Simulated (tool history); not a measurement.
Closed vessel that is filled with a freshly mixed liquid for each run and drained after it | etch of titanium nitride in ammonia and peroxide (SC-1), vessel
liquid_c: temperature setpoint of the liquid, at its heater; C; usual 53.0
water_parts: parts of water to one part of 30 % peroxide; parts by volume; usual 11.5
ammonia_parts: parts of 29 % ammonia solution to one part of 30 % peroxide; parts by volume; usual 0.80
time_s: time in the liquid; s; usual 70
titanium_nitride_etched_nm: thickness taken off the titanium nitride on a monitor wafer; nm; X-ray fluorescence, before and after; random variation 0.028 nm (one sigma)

run    hour  liquid_c  water_parts  ammonia_parts  time_s  wafers since the last listed run  hours since the thermometer was replaced  hours since the ammonia flow meter was replaced  hours since the drum of ammonia solution was connected  hours since the gauge calibration  read-back film thickness of the titanium nitride reference wafer, read on the same gauge (nm)  titanium_nitride_etched_nm
  1     0.0      53.0         13.5           0.80      70                                 0                                     312.1                                            550.4                                                   437.6                              654.9                                                                                          39.97                        5.86
  2    71.4      53.0         13.5           0.80      70                             10005                                     383.5                                            621.8                                                   509.0                              726.3                                                                                          40.00                        5.80
      280.2  -- new drum of ammonia solution connected
  3   362.4      53.0         11.5           0.80      70                             40640                                     674.5                                            912.8                                                    82.2                             1017.3                                                                                          39.97                        6.38
  4   399.2      53.0         11.5           0.80      70                              5157                                     711.3                                            949.6                                                   119.0                             1054.1                                                                                          40.05                        6.40
  5   469.2      53.0         11.5           0.80      70                              9809                                     781.3                                           1019.6                                                   189.0                             1124.1                                                                                          40.01                        6.40
  6   572.6      53.0         11.5           0.80      70                             14490                                     884.7                                           1123.0                                                   292.4                             1227.5                                                                                          40.00                        6.37
  7   648.5      53.0         11.5           0.90      70                             10636                                     960.6                                           1198.9                                                   368.3                             1303.4                                                                                          39.99                        6.48
      849.5  -- new drum of ammonia solution connected
      902.9  -- thermometer replaced
  8   967.3      53.0          8.0           0.80      70                             44396                                      64.4                                           1517.7                                                   117.8                             1622.2                                                                                          39.94                        7.70
  9  1053.3      53.0         11.5           0.80      70                             12052                                     150.4                                           1603.7                                                   203.8                             1708.2                                                                                          40.02                        6.37
 10  1216.2      53.0         11.5           0.60      70                             22828                                     313.3                                           1766.6                                                   366.7                             1871.1                                                                                          40.06                        6.01
 11  1285.7      53.0         11.5           0.80      50                              9739                                     382.8                                           1836.1                                                   436.2                             1940.6                                                                                          40.00                        4.48
     1353.4  -- ammonia flow meter replaced
 12  1390.5      58.0         11.5           0.50      55                             14546                                     487.6                                             37.1                                                   541.0                             2045.4                                                                                          39.99                        6.46
     1432.9  -- gauge calibrated
 13  1491.1      53.0         11.5           0.80      70                             14098                                     588.2                                            137.7                                                   641.6                               58.2                                                                                          39.99                        6.37
     1543.1  -- new drum of ammonia solution connected
 14  1565.3      53.0         13.5           0.80      70                             10258                                     662.4                                            211.9                                                    22.2                              132.4                                                                                          39.99                        5.93
 15  1623.1      53.0          7.5           1.15     100                              8100                                     720.2                                            269.7                                                    80.0                              190.2                                                                                          39.98                       12.06
 16  1720.1      53.0         13.5           1.15      50                             13593                                     817.2                                            366.7                                                   177.0                              287.2                                                                                          40.02                        4.48
 17  1778.3      59.5         15.5           0.45     100                              8156                                     875.4                                            424.9                                                   235.2                              345.4                                                                                          40.01                       10.85
 18  1822.5      53.0          9.0           0.80      35                              6194                                     919.6                                            469.1                                                   279.4                              389.6                                                                                          39.96                        3.63
 19  1867.2      53.0         11.5           0.80      70                              6264                                     964.3                                            513.8                                                   324.1                              434.3                                                                                          39.99                        6.37
 20  1956.1      53.0         11.5           1.20      90                             12458                                    1053.2                                            602.7                                                   413.0                              523.2                                                                                          39.97                        8.72
 21  2029.5      53.0         14.5           0.60      70                             10286                                    1126.6                                            676.1                                                   486.4                              596.6                                                                                          40.01                        5.35

Forecast each of these 5 alternatives for the next run:
  A  2030.2      53.0         17.5           0.80      70                                98                                    1127.3                                            676.8                                                   487.1                              597.3                                                                                              ?                           ?
  B  2030.2      60.0         11.5           0.80      70                                98                                    1127.3                                            676.8                                                   487.1                              597.3                                                                                              ?                           ?
  C  2030.2      53.0         11.5           1.10     110                                98                                    1127.3                                            676.8                                                   487.1                              597.3                                                                                              ?                           ?
  D  2030.2      56.5         11.5           0.50      60                                98                                    1127.3                                            676.8                                                   487.1                              597.3                                                                                              ?                           ?
  E  2030.2      53.0         11.5           0.40      40                                98                                    1127.3                                            676.8                                                   487.1                              597.3                                                                                              ?                           ?

run  read-back film thickness of the titanium nitride reference wafer, read on the same gauge (nm)  titanium_nitride_etched_nm
  A                                                                                          39.97                        5.04
  B                                                                                          39.97                       10.09
  C                                                                                          39.97                       10.46
  D                                                                                          39.97                        6.32
  E                                                                                          39.97                        3.19
Without the tool's hidden state the same runs would have given:
run  titanium_nitride_etched_nm
  A                        5.19
  B                       10.37
  C                       10.72
  D                        6.50
  E                        3.29

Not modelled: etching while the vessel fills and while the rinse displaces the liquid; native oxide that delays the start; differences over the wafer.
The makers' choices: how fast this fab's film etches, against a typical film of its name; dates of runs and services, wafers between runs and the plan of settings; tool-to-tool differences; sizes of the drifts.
